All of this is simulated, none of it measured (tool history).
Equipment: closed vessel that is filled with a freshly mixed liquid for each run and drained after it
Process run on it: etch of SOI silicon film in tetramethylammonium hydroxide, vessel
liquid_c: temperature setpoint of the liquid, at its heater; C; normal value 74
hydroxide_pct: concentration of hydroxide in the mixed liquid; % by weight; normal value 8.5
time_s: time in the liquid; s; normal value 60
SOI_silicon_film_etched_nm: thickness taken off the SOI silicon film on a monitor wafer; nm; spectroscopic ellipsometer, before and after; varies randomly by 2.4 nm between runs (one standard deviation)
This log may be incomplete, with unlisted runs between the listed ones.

| run | day | liquid_c | hydroxide_pct | time_s | wafers since the last listed run | hours since the thermometer was replaced | hours since the hydroxide flow meter was replaced | hours since the gauge calibration | read-back film thickness of the SOI silicon film reference wafer, read on the same gauge (nm) | SOI_silicon_film_etched_nm |
|---|---|---|---|---|---|---|---|---|---|---|
| 1 | 0 | 74 | 7.5 | 60 | 0 | 1894.9 | 147.3 | 1892.7 | 70.02 | 653.6 |
| 2 | 1.038 | 74 | 7.5 | 60 | 2091 | 1919.8 | 172.2 | 1917.6 | 70.01 | 649.25 |
| 3 | 2.262 | 76 | 8.5 | 60 | 2469 | 1949.2 | 201.6 | 1947 | 69.99 | 712.68 |
| 4 | 5.108 | 76 | 8.5 | 60 | 5737 | 2017.5 | 269.9 | 2015.3 | 69.97 | 711.88 |
| 5 | 7.196 | 74 | 8.5 | 60 | 4208 | 2067.6 | 320 | 2065.4 | 69.99 | 635.28 |
| 6 | 9.404 | 74 | 8.5 | 50 | 4452 | 2120.6 | 373 | 2118.4 | 70.02 | 531.97 |
| 7 | 11.158 | 74 | 8.5 | 50 | 3536 | 2162.7 | 415.1 | 2160.5 | 70 | 531.08 |
| 8 | 13.817 | 78 | 8.5 | 70 | 5359 | 2226.5 | 478.9 | 2224.3 | 70 | 939.06 |
| 9 | 14.983 | 80 | 6.5 | 45 | 2352 | 2254.5 | 506.9 | 2252.3 | 70 | 722.34 |
| 10 | 16.646 | 78 | 8.5 | 70 | 3352 | 2294.4 | 546.8 | 2292.2 | 70.03 | 941.35 |
| 11 | 17.712 | 71.5 | 8.5 | 50 | 2150 | 2320 | 572.4 | 2317.8 | 69.98 | 464.94 |
| 12 | 20.438 | 77 | 8.5 | 60 | 5494 | 2385.4 | 637.8 | 2383.2 | 70.02 | 767.8 |
| 13 | 21.921 | 82 | 7.5 | 90 | 2990 | 2421 | 673.4 | 2418.8 | 69.98 | 1577.23 |
| 14 | 24.562 | 78 | 7.5 | 60 | 5326 | 2484.4 | 736.8 | 2482.2 | 70 | 845.85 |
|  | 24.729 | thermometer replaced |
| 15 | 25.971 | 74 | 7 | 60 | 2755 | 29.8 | 770.6 | 2516 | 70.04 | 665.65 |
|  | 26.296 | hydroxide flow meter replaced |
| 16 | 27.054 | 74 | 9.5 | 40 | 2100 | 55.8 | 18.2 | 2542 | 70.01 | 388.44 |
| 17 | 29.771 | 70 | 8.5 | 50 | 5477 | 121 | 83.4 | 2607.2 | 69.98 | 403.68 |
| 18 | 32.638 | 69.5 | 8.5 | 60 | 5779 | 189.8 | 152.2 | 2676 | 70.01 | 471.85 |
| 19 | 33.679 | 74 | 8.5 | 75 | 2100 | 214.8 | 177.2 | 2701 | 69.98 | 769.51 |
| 20 | 35.438 | 74 | 8.5 | 60 | 3545 | 257 | 219.4 | 2743.2 | 69.99 | 617.08 |
| 21 | 37.796 | 68.5 | 7.5 | 45 | 4755 | 313.6 | 276 | 2799.8 | 70 | 350.05 |
| 22 | 40.033 | 77.5 | 10 | 40 | 4511 | 367.3 | 329.7 | 2853.5 | 70 | 478.87 |
| 23 | 42.742 | 74 | 7 | 60 | 5460 | 432.3 | 394.7 | 2918.5 | 70.01 | 662.05 |
| 24 | 44.071 | 70 | 6.5 | 30 | 2679 | 464.2 | 426.6 | 2950.4 | 70.01 | 266.58 |
|  | 44.829 | gauge calibrated |
| 25 | 46.95 | 74 | 8.5 | 60 | 5805 | 533.3 | 495.7 | 50.9 | 70 | 627.91 |
| 26 | 48.029 | 76 | 8.5 | 60 | 2175 | 559.2 | 521.6 | 76.8 | 70.01 | 704.04 |
| 27 | 50.75 | 70.5 | 9 | 35 | 5485 | 624.5 | 586.9 | 142.1 | 70.01 | 294.72 |
| 28 | 52.038 | 68.5 | 10 | 60 | 2595 | 655.4 | 617.8 | 173 | 70.01 | 435.52 |
| 29 | 54.454 | 74 | 8.5 | 60 | 4872 | 713.4 | 675.8 | 231 | 69.99 | 634.71 |
|  | 58.692 | hydroxide flow meter replaced |
| 30 | 63.408 | 68 | 10 | 75 | 17969 | 928.3 | 113.2 | 445.9 | 70.01 | 513.95 |
| 31 | 65.15 | 80.5 | 10.5 | 85 | 3511 | 970.1 | 155 | 487.7 | 70 | 1176.6 |
| 32 | 66.688 | 69 | 7 | 35 | 3100 | 1007 | 191.9 | 524.6 | 70 | 283.94 |

Entry by entry between the runs, the difference in hidden state between the last listed run before and the first listed run after:
From run 14 to run 15: thermometer replaced (day 24.729)
  liquid hotter than its thermometer reads (K): 0.627 -> 0.0279; hydroxide flow below the setpoint (%): 12.1 -> 12.6
  what was measured, less what the result would be without the hidden state, SOI_silicon_film_etched_nm: +56.54 -> +22.35 nm
From run 15 to run 16: hydroxide flow meter replaced (day 26.296)
  liquid hotter than its thermometer reads (K): 0.0279 -> 0.0338; hydroxide flow below the setpoint (%): 12.6 -> 0.979
  what was measured, less what the result would be without the hidden state, SOI_silicon_film_etched_nm: +22.35 -> +2.15 nm
From run 24 to run 25: gauge calibrated (day 44.829)
  liquid hotter than its thermometer reads (K): 0.126 -> 0.142; hydroxide flow below the setpoint (%): 7.34 -> 8.41
  what was measured, less what the result would be without the hidden state, SOI_silicon_film_etched_nm: +6.58 -> +22.19 nm
From run 29 to run 30: hydroxide flow meter replaced (day 58.692)
  liquid hotter than its thermometer reads (K): 0.183 -> 0.231; hydroxide flow below the setpoint (%): 11.2 -> 2.45
  what was measured, less what the result would be without the hidden state, SOI_silicon_film_etched_nm: +29.41 -> +12.15 nm

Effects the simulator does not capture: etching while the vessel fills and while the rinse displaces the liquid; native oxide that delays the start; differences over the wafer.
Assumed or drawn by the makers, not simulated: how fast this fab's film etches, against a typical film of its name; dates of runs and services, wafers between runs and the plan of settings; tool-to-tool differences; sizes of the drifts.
